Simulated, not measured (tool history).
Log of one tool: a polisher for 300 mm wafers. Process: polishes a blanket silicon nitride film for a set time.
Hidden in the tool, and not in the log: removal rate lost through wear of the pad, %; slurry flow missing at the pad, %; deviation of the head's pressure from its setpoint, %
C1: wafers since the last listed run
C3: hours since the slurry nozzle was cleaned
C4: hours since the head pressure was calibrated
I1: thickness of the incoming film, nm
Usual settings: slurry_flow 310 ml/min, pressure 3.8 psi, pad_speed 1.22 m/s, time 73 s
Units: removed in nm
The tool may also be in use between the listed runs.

Run 1, day 0.000: usual settings; C1 0; wafers polished on this pad 2854; C3 276.3; C4 87.0; I1 934.5. Result: removed 167.4 nm.
Run 2, day 2.733: usual settings; C1 660; wafers polished on this pad 3514; C3 341.9; C4 152.6; I1 928.5. Result: removed 164.4 nm.
Run 3, day 5.504: usual settings; C1 669; wafers polished on this pad 4184; C3 408.4; C4 219.1; I1 945.9. Result: removed 162.6 nm.
Run 4, day 7.746: usual settings; C1 541; wafers polished on this pad 4726; C3 462.2; C4 272.9; I1 957.7. Result: removed 163.6 nm.
At day 9.425: worn pad replaced by a new one.
Run 5, day 9.446: usual settings; C1 370; wafers polished on this pad 5; C3 503.0; C4 313.7; I1 932.4. Result: removed 159.2 nm.
Run 6, day 11.454: usual settings; C1 485; wafers polished on this pad 490; C3 551.2; C4 361.9; I1 932.3. Result: removed 159.9 nm.
At day 12.696: slurry nozzle cleaned.
Run 7, day 13.450: usual settings; C1 472; wafers polished on this pad 963; C3 18.1; C4 409.8; I1 948.8. Result: removed 170.5 nm.
Run 8, day 15.383: usual settings; C1 467; wafers polished on this pad 1430; C3 64.5; C4 456.2; I1 929.5. Result: removed 167.7 nm.
At day 19.367: head pressure recalibrated.
Run 9, day 23.762: usual settings; C1 2005; wafers polished on this pad 3436; C3 265.6; C4 105.5; I1 935.1. Result: removed 166.9 nm.
Run 10, day 26.617: usual settings; C1 689; wafers polished on this pad 4126; C3 334.1; C4 174.0; I1 930.5. Result: removed 161.5 nm.
At day 28.046: worn pad replaced by a new one.
Run 11, day 28.125: usual settings; C1 324; wafers polished on this pad 18; C3 370.3; C4 210.2; I1 936.1. Result: removed 163.4 nm.
Run 12, day 30.383: usual settings but pad_speed 1.34 m/s; C1 545; wafers polished on this pad 564; C3 424.5; C4 264.4; I1 927.8. Result: removed 179.8 nm.
Run 13, day 33.038: usual settings but pad_speed 1.34 m/s; C1 641; wafers polished on this pad 1206; C3 488.2; C4 328.1; I1 935.9. Result: removed 170.8 nm.
At day 34.446: slurry nozzle cleaned.
Run 14, day 34.646: usual settings but pad_speed 0.84 m/s; C1 378; wafers polished on this pad 1585; C3 4.8; C4 366.7; I1 937.6. Result: removed 129.0 nm.
Run 15, day 36.121: usual settings; C1 356; wafers polished on this pad 1941; C3 40.2; C4 402.1; I1 944.5. Result: removed 171.1 nm.
Run 16, day 37.212: usual settings but pressure 4.4 psi, pad_speed 1.02 m/s; C1 263; wafers polished on this pad 2205; C3 66.4; C4 428.3; I1 925.0. Result: removed 160.0 nm.
Run 17, day 38.867: usual settings but slurry_flow 370 ml/min, time 48 s; C1 399; wafers polished on this pad 2605; C3 106.1; C4 468.0; I1 949.6. Result: removed 113.2 nm.
At day 39.342: head pressure recalibrated.
Run 18, day 41.358: usual settings; C1 582; wafers polished on this pad 3187; C3 165.9; C4 48.4; I1 930.9. Result: removed 169.6 nm.
Run 19, day 43.588: usual settings but slurry_flow 235 ml/min, pressure 2.9 psi, pad_speed 0.94 m/s; C1 538; wafers polished on this pad 3726; C3 219.4; C4 101.9; I1 930.7. Result: removed 113.1 nm.
Run 20, day 45.817: usual settings but pad_speed 1.46 m/s; C1 538; wafers polished on this pad 4265; C3 272.9; C4 155.4; I1 930.9. Result: removed 192.5 nm.
Run 21, day 47.067: usual settings but pressure 2.6 psi, pad_speed 0.92 m/s; C1 302; wafers polished on this pad 4567; C3 302.9; C4 185.4; I1 951.4. Result: removed 107.3 nm.
At day 47.496: worn pad replaced by a new one.
Run 22, day 48.442: usual settings; C1 292; wafers polished on this pad 228; C3 335.9; C4 218.4; I1 944.1. Result: removed 166.4 nm.
Run 23, day 50.433: usual settings but slurry_flow 255 ml/min, pressure 3.2 psi, pad_speed 1.54 m/s, time 80 s; C1 481; wafers polished on this pad 709; C3 383.7; C4 266.2; I1 935.9. Result: removed 193.9 nm.
Run 24, day 54.667: usual settings but slurry_flow 400 ml/min, pressure 3.1 psi, pad_speed 0.84 m/s, time 50 s; C1 1023; wafers polished on this pad 1733; C3 485.3; C4 367.8; I1 953.4. Result: removed 77.6 nm.
At day 55.496: slurry nozzle cleaned.
Run 25, day 56.971: usual settings; C1 546; wafers polished on this pad 2280; C3 35.4; C4 423.1; I1 959.5. Result: removed 167.5 nm.
At day 58.446: head pressure recalibrated.
Run 26, day 63.783: usual settings but pressure 2.9 psi; C1 1626; wafers polished on this pad 3906; C3 198.9; C4 128.1; I1 939.0. Result: removed 145.8 nm.
Run 27, day 64.988: usual settings but pressure 3.4 psi, pad_speed 0.84 m/s, time 52 s; C1 291; wafers polished on this pad 4197; C3 227.8; C4 157.0; I1 931.8. Result: removed 82.5 nm.
Run 28, day 67.296: usual settings but time 85 s; C1 558; wafers polished on this pad 4755; C3 283.2; C4 212.4; I1 939.2. Result: removed 198.3 nm.
Run 29, day 70.138: usual settings but slurry_flow 210 ml/min, pressure 4.1 psi, time 58 s; C1 686; wafers polished on this pad 5442; C3 351.4; C4 280.6; I1 959.3. Result: removed 131.1 nm.

Run 30 comes next. What will it give?
At day 71.958: worn pad replaced by a new one.
Run 30, day 73.062: usual settings but pad_speed 0.92 m/s; C1 666; wafers polished on this pad 267; C3 421.6; C4 350.8; I1 953.8. Result: removed ?.

{"run 30": {"removed": 134.0}}
Without the tool's hidden state the same run would have given removed 139.3 nm.

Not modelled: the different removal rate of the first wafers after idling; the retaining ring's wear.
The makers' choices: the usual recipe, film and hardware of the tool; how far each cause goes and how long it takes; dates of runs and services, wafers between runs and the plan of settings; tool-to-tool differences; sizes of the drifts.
